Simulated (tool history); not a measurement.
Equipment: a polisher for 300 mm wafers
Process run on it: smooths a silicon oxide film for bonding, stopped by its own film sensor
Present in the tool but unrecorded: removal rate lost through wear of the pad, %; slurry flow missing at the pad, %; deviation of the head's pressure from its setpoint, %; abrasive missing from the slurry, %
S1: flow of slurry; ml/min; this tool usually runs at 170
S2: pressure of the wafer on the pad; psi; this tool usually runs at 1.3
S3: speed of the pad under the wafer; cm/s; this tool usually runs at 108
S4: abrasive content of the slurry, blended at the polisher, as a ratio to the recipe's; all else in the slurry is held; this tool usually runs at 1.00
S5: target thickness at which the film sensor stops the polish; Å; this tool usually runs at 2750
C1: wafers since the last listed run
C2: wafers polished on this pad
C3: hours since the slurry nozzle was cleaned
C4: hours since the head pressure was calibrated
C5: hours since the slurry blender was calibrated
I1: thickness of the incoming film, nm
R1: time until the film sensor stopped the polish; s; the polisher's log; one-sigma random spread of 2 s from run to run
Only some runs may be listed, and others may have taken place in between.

{"run": 1, "hour": 0.0, "S1": 170, "S2": 1.3, "S3": 108, "S4": 0.8, "S5": 2750, "C1": 0, "C2": 980, "C3": 188.5, "C4": 215.5, "C5": 68.0, "I1": 340.4, "R1": 170.0}
{"hour": 8.0, "done": "worn pad replaced by a new one"}
{"hour": 14.6, "done": "slurry nozzle cleaned"}
{"run": 2, "hour": 24.2, "S1": 170, "S2": 1.3, "S3": 108, "S4": 0.8, "S5": 2750, "C1": 96, "C2": 76, "C3": 9.6, "C4": 239.7, "C5": 92.2, "I1": 346.5, "R1": 190.8}
{"run": 3, "hour": 58.3, "S1": 170, "S2": 1.3, "S3": 108, "S4": 0.8, "S5": 2750, "C1": 171, "C2": 248, "C3": 43.7, "C4": 273.8, "C5": 126.3, "I1": 344.0, "R1": 182.1}
{"run": 4, "hour": 90.4, "S1": 125, "S2": 1.3, "S3": 108, "S4": 1.0, "S5": 2750, "C1": 161, "C2": 410, "C3": 75.8, "C4": 305.9, "C5": 158.4, "I1": 339.2, "R1": 157.7}
{"run": 5, "hour": 122.5, "S1": 125, "S2": 1.3, "S3": 108, "S4": 1.0, "S5": 2750, "C1": 161, "C2": 571, "C3": 107.9, "C4": 338.0, "C5": 190.5, "I1": 341.4, "R1": 165.4}
{"run": 6, "hour": 144.7, "S1": 125, "S2": 1.3, "S3": 108, "S4": 1.0, "S5": 2750, "C1": 111, "C2": 683, "C3": 130.1, "C4": 360.2, "C5": 212.7, "I1": 340.3, "R1": 165.1}
{"hour": 205.4, "done": "worn pad replaced by a new one"}
{"hour": 213.0, "done": "slurry blender recalibrated"}
{"hour": 242.7, "done": "slurry nozzle cleaned"}
{"run": 7, "hour": 246.8, "S1": 200, "S2": 1.1, "S3": 108, "S4": 1.0, "S5": 2750, "C1": 478, "C2": 193, "C3": 4.1, "C4": 462.3, "C5": 33.8, "I1": 336.1, "R1": 152.1}
{"run": 8, "hour": 259.5, "S1": 200, "S2": 1.1, "S3": 108, "S4": 1.0, "S5": 2750, "C1": 63, "C2": 257, "C3": 16.8, "C4": 475.0, "C5": 46.5, "I1": 344.6, "R1": 171.8}
{"hour": 302.8, "done": "head pressure recalibrated"}
{"run": 9, "hour": 364.5, "S1": 190, "S2": 1.5, "S3": 72, "S4": 1.0, "S5": 2750, "C1": 518, "C2": 776, "C3": 121.8, "C4": 61.7, "C5": 151.5, "I1": 342.9, "R1": 196.7}
{"hour": 368.5, "done": "worn pad replaced by a new one"}
{"run": 10, "hour": 382.9, "S1": 170, "S2": 1.3, "S3": 108, "S4": 1.0, "S5": 2750, "C1": 72, "C2": 72, "C3": 140.2, "C4": 80.1, "C5": 169.9, "I1": 332.4, "R1": 132.2}
{"run": 11, "hour": 398.2, "S1": 170, "S2": 1.3, "S3": 108, "S4": 1.0, "S5": 2750, "C1": 77, "C2": 149, "C3": 155.5, "C4": 95.4, "C5": 185.2, "I1": 342.7, "R1": 158.7}
{"run": 12, "hour": 431.3, "S1": 170, "S2": 1.3, "S3": 70, "S4": 1.0, "S5": 2750, "C1": 166, "C2": 316, "C3": 188.6, "C4": 128.5, "C5": 218.3, "I1": 342.0, "R1": 224.6}
{"run": 13, "hour": 452.8, "S1": 170, "S2": 0.9, "S3": 108, "S4": 1.0, "S5": 2750, "C1": 108, "C2": 424, "C3": 210.1, "C4": 150.0, "C5": 239.8, "I1": 343.2, "R1": 202.7}
{"hour": 474.9, "done": "slurry nozzle cleaned"}
{"run": 14, "hour": 475.4, "S1": 155, "S2": 1.5, "S3": 126, "S4": 1.0, "S5": 2890, "C1": 108, "C2": 533, "C3": 0.5, "C4": 172.6, "C5": 262.4, "I1": 334.4, "R1": 88.8}
{"hour": 492.2, "done": "slurry blender recalibrated"}
{"run": 15, "hour": 493.1, "S1": 230, "S2": 1.3, "S3": 108, "S4": 1.0, "S5": 2750, "C1": 79, "C2": 612, "C3": 18.2, "C4": 190.3, "C5": 0.9, "I1": 336.6, "R1": 130.3}
{"run": 16, "hour": 524.0, "S1": 170, "S2": 1.3, "S3": 108, "S4": 1.0, "S5": 2750, "C1": 155, "C2": 767, "C3": 49.1, "C4": 221.2, "C5": 31.8, "I1": 340.7, "R1": 148.0}

Below are 5 alternative next runs, each starting from the tool's condition after run 16. Predict each:
{"run": "A", "hour": 524.5, "S1": 170, "S2": 1.3, "S3": 128, "S4": 1.0, "S5": 2750, "C1": 2, "C2": 770, "C3": 49.6, "C4": 221.7, "C5": 32.3, "I1": 333.0, "R1": "?"}
{"run": "B", "hour": 524.5, "S1": 170, "S2": 1.0, "S3": 98, "S4": 1.0, "S5": 2660, "C1": 2, "C2": 770, "C3": 49.6, "C4": 221.7, "C5": 32.3, "I1": 333.0, "R1": "?"}
{"run": "C", "hour": 524.5, "S1": 170, "S2": 1.7, "S3": 126, "S4": 1.0, "S5": 2750, "C1": 2, "C2": 770, "C3": 49.6, "C4": 221.7, "C5": 32.3, "I1": 333.0, "R1": "?"}
{"run": "D", "hour": 524.5, "S1": 170, "S2": 1.3, "S3": 142, "S4": 1.25, "S5": 2630, "C1": 2, "C2": 770, "C3": 49.6, "C4": 221.7, "C5": 32.3, "I1": 333.0, "R1": "?"}
{"run": "E", "hour": 524.5, "S1": 170, "S2": 1.3, "S3": 130, "S4": 1.2, "S5": 2750, "C1": 2, "C2": 770, "C3": 49.6, "C4": 221.7, "C5": 32.3, "I1": 333.0, "R1": "?"}

run=A R1=110.8
run=B R1=188.1
run=C R1=92.8
run=D R1=109.6
run=E R1=99.4
Had the tool no hidden state, the same runs would have come out as:
run=A R1=108.4
run=B R1=184.1
run=C R1=90.8
run=D R1=107.6
run=E R1=97.5

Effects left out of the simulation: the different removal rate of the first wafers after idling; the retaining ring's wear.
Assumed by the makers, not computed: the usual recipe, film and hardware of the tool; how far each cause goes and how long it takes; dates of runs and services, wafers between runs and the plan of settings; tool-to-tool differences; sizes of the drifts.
